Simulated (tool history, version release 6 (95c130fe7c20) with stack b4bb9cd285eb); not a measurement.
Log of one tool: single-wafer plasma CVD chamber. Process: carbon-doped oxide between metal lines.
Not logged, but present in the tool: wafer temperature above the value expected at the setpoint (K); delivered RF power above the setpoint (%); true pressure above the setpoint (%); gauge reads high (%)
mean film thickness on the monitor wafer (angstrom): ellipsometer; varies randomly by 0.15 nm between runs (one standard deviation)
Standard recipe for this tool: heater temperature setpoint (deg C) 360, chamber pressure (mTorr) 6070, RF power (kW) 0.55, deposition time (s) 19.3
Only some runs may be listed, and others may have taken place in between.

run,hour,heater temperature setpoint (deg C),chamber pressure (mTorr),RF power (kW),deposition time (s),wafers since the last listed run,hours since the last thermocouple change,hours since the last RF generator calibration,hours since the last manometer calibration,hours since the showerhead was replaced,hours since the gauge calibration,"read-back reference wafer on the same gauge, thickness_nm",mean film thickness on the monitor wafer (angstrom)
1,0,360,6070,0.55,19.3,0,963.2,1049,2484.4,6339.3,36.8,118.697,918.7
2,12.7,360,6070,0.55,19.3,279,975.9,1061.7,2497.1,6352,49.5,118.73,920.23
3,21.6,360,6070,0.55,19.3,195,984.8,1070.6,2506,6360.9,58.4,118.76,919.45
4,28.2,360,6070,0.55,19.3,144,991.4,1077.2,2512.6,6367.5,65,118.673,919.32
5,40.4,352,6070,0.55,22.4,268,1003.6,1089.4,2524.8,6379.7,77.2,118.739,1084.11
6,51.9,360,6070,0.55,19.3,252,1015.1,1100.9,2536.3,6391.2,88.7,118.697,916.51
# hour 70: showerhead replaced
7,70.5,360,6070,0.55,19.3,232,1033.7,1119.5,2554.9,0.5,107.3,118.701,915.95
8,78.7,360,6070,0.55,19.3,180,1041.9,1127.7,2563.1,8.7,115.5,118.686,916.77
# hour 94.2: capacitance manometer re-zeroed and calibrated
# hour 98.3: thermocouple changed; heater temperature recalibrated
9,98.8,360,6070,0.55,19.3,176,0.5,1147.8,4.6,28.8,135.6,118.722,914.98
10,103.8,360,6070,0.55,19.3,109,5.5,1152.8,9.6,33.8,140.6,118.65,913.88
11,114.5,360,6070,0.55,19.3,235,16.2,1163.5,20.3,44.5,151.3,118.69,911.95
12,126.1,352,6070,0.55,19.3,254,27.8,1175.1,31.9,56.1,162.9,118.717,930.29
# hour 130.2: gauge calibrated
13,135.2,360,6730,0.55,19.3,199,36.9,1184.2,41,65.2,5,118.697,922.94
# hour 143.5: RF generator calibrated
14,145.5,372,6070,0.66,19.3,50,47.2,2,51.3,75.5,15.3,118.735,1124.43
15,154.1,360,6070,0.55,20.3,188,55.8,10.6,59.9,84.1,23.9,118.703,1036.26
16,170,360,6070,0.55,16.7,349,71.7,26.5,75.8,100,39.8,118.711,857.95
17,184,360,6070,0.55,19.3,307,85.7,40.5,89.8,114,53.8,118.698,985.09
18,198.2,368,6070,0.55,19.3,311,99.9,54.7,104,128.2,68,118.717,967.32

Hidden state or all else? Some run-to-run changes of mean film thickness on the monitor wafer (angstrom), split into what the settings, what came in and random variation would give without the hidden state, and what is left for the hidden state (with any gauge scatter that isn't in both results):
Run 13 -> 14: heater temperature setpoint (deg C) 360 -> 372, chamber pressure (mTorr) 6730 -> 6070, RF power (kW) 0.55 -> 0.66, RF generator calibrated. mean film thickness on the monitor wafer (angstrom) +201.49: hidden state +75.44, all else +126.05.

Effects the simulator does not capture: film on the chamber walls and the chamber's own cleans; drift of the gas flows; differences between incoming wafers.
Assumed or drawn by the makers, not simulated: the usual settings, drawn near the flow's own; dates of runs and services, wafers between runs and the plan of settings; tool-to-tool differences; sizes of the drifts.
